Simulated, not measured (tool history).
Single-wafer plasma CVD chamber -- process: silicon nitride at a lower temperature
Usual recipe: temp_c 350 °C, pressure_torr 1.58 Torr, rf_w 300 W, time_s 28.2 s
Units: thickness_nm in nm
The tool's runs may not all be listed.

| run | hour | temp_c | pressure_torr | rf_w | time_s | wafers since the last listed run | hours since the last thermocouple change | hours since the last RF generator calibration | hours since the last manometer calibration | hours since the showerhead was replaced | hours since the gauge calibration | read-back reference wafer on the same gauge, thickness_nm | thickness_nm |
|---|---|---|---|---|---|---|---|---|---|---|---|---|---|
| 1 | 0 | 350 | 1.58 | 300 | 28.2 | 0 | 2208.5 | 1822.8 | 1721.3 | 5213.8 | 320.2 | 36.621 | 31.434 |
| 2 | 18 | 350 | 1.58 | 300 | 28.2 | 277 | 2226.5 | 1840.8 | 1739.3 | 5231.8 | 338.2 | 36.601 | 31.417 |
| 3 | 35.3 | 350 | 1.58 | 300 | 28.2 | 267 | 2243.8 | 1858.1 | 1756.6 | 5249.1 | 355.5 | 36.599 | 31.446 |
| 4 | 75.4 | 350 | 1.58 | 300 | 28.2 | 619 | 2283.9 | 1898.2 | 1796.7 | 5289.2 | 395.6 | 36.587 | 31.271 |
| 5 | 91.2 | 350 | 1.58 | 300 | 28.2 | 243 | 2299.7 | 1914 | 1812.5 | 5305 | 411.4 | 36.584 | 31.14 |
| 6 | 108.1 | 350 | 1.58 | 300 | 28.2 | 260 | 2316.6 | 1930.9 | 1829.4 | 5321.9 | 428.3 | 36.592 | 31.187 |
| 7 | 116.9 | 350 | 1.58 | 300 | 28.2 | 135 | 2325.4 | 1939.7 | 1838.2 | 5330.7 | 437.1 | 36.597 | 31.167 |
| 8 | 134.9 | 350 | 1.58 | 300 | 28.2 | 277 | 2343.4 | 1957.7 | 1856.2 | 5348.7 | 455.1 | 36.615 | 31.138 |
| 9 | 146.5 | 350 | 1.58 | 300 | 28.2 | 179 | 2355 | 1969.3 | 1867.8 | 5360.3 | 466.7 | 36.601 | 31.054 |
| 10 | 158.9 | 350 | 1.58 | 255 | 28.2 | 191 | 2367.4 | 1981.7 | 1880.2 | 5372.7 | 479.1 | 36.619 | 27.08 |
|  | 163 | gauge calibrated |
| 11 | 166.7 | 350 | 1.58 | 300 | 28.2 | 120 | 2375.2 | 1989.5 | 1888 | 5380.5 | 3.7 | 36.593 | 31.032 |
|  | 187.5 | thermocouple changed; heater temperature recalibrated |
| 12 | 188 | 350 | 1.58 | 300 | 28.2 | 205 | 0.5 | 2010.8 | 1909.3 | 5401.8 | 25 | 36.596 | 31.008 |
|  | 203.9 | showerhead replaced |
| 13 | 204.4 | 339 | 1.58 | 300 | 25.3 | 129 | 16.9 | 2027.2 | 1925.7 | 0.5 | 41.4 | 36.6 | 27.917 |
| 14 | 213.3 | 350 | 1.58 | 300 | 28.2 | 137 | 25.8 | 2036.1 | 1934.6 | 9.4 | 50.3 | 36.579 | 30.926 |
| 15 | 220.7 | 350 | 1.58 | 300 | 31.2 | 114 | 33.2 | 2043.5 | 1942 | 16.8 | 57.7 | 36.586 | 34.166 |
|  | 232 | capacitance manometer re-zeroed and calibrated |
|  | 239.8 | RF generator calibrated |
| 16 | 240.3 | 350 | 1.58 | 300 | 29.8 | 59 | 52.8 | 0.5 | 8.3 | 36.4 | 77.3 | 36.605 | 34.299 |
| 17 | 240.6 | 350 | 1.58 | 300 | 28.2 | 4 | 53.1 | 0.8 | 8.6 | 36.7 | 77.6 | 36.592 | 32.495 |
| 18 | 249.9 | 345 | 1.83 | 320 | 29.9 | 143 | 62.4 | 10.1 | 17.9 | 46 | 86.9 | 36.599 | 37.876 |

Estimate the outcome of run 19 from the log above:
| 19 | 262.2 | 341 | 1.77 | 300 | 28.2 | 189 | 74.7 | 22.4 | 30.2 | 58.3 | 99.2 | ? | ? |

read-back reference wafer on the same gauge, thickness_nm: 36.603
thickness_nm: 33.813 nm
With no hidden state in the tool, this same run would have given thickness_nm 34.013 nm.

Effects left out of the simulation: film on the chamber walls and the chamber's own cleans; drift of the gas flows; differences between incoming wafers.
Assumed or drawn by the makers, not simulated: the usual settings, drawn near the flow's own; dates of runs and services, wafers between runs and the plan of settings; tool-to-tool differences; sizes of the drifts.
